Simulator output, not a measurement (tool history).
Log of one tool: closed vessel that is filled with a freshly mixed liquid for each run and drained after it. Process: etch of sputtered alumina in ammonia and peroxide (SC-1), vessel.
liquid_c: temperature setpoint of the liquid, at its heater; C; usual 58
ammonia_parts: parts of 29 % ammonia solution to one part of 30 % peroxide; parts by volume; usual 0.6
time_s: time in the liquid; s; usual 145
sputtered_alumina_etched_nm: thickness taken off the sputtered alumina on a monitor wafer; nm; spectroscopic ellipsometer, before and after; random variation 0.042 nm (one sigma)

run,hour,liquid_c,ammonia_parts,time_s,"read-back film thickness of the sputtered alumina reference wafer, read on the same gauge (nm)",sputtered_alumina_etched_nm
1,0,61.5,0.6,145,40,16.53
2,84.8,58,0.6,105,40.01,10.02
3,126.8,58,0.55,120,39.99,11.37
# hour 162: thermometer replaced
4,167.2,58,0.55,120,39.99,10.89
5,230.2,58,0.6,145,40,13.35
# hour 262.3: new drum of ammonia solution connected
6,327.7,58,0.6,145,39.99,13.39
7,413.3,56,0.6,145,40.01,12.09
8,500.3,56,0.6,145,40.02,12.02
# hour 506.6: ammonia flow meter replaced
# hour 537: gauge calibrated
9,558.6,48,0.3,125,39.99,6.38
10,600.9,52.5,0.7,110,40.01,7.74
11,676.7,50,0.35,70,40,4.04
12,747.8,64,0.85,145,40,18.93
13,847.7,58,0.4,145,39.98,13.06
14,899.8,53.5,0.85,120,40.01,9.23
15,972.9,49.5,0.7,145,40,8.86
16,1064.9,58,0.85,145,39.99,14.25
# hour 1185.8: thermometer replaced
# hour 1218.8: ammonia flow meter replaced
# hour 1292.3: new drum of ammonia solution connected
17,1331.6,48,0.8,185,39.99,10.19
18,1397.5,58,0.6,145,40.02,13.29
19,1443.5,58,0.35,105,39.99,9.18
20,1528.2,58,0.6,145,40.01,13.41
21,1564.8,58,0.6,145,39.99,13.34
22,1614.2,51,0.35,85,40.02,5.17
23,1662.9,52.5,0.45,215,39.99,14.52
24,1755.2,58,0.6,145,40,13.48
25,1806.4,58,0.6,145,40,13.6
# hour 1848.3: ammonia flow meter replaced
26,1879.7,65,0.6,200,39.99,26.69
27,1924.3,58,0.8,210,40.01,20.3
28,1981.3,58,0.6,145,40.01,13.61

Forecast each of these 4 alternatives for the next run:
A,1982,58,0.6,65,?,?
B,1982,64.5,0.35,195,?,?
C,1982,54.5,0.7,100,?,?
D,1982,64.5,0.45,145,?,?

run,"read-back film thickness of the sputtered alumina reference wafer, read on the same gauge (nm)",sputtered_alumina_etched_nm
A,40.01,6.13
B,40.01,24.32
C,40.01,7.97
D,40.01,18.52
Without the tool's hidden state the same runs would have given:
run,sputtered_alumina_etched_nm
A,5.95
B,23.62
C,7.72
D,17.98

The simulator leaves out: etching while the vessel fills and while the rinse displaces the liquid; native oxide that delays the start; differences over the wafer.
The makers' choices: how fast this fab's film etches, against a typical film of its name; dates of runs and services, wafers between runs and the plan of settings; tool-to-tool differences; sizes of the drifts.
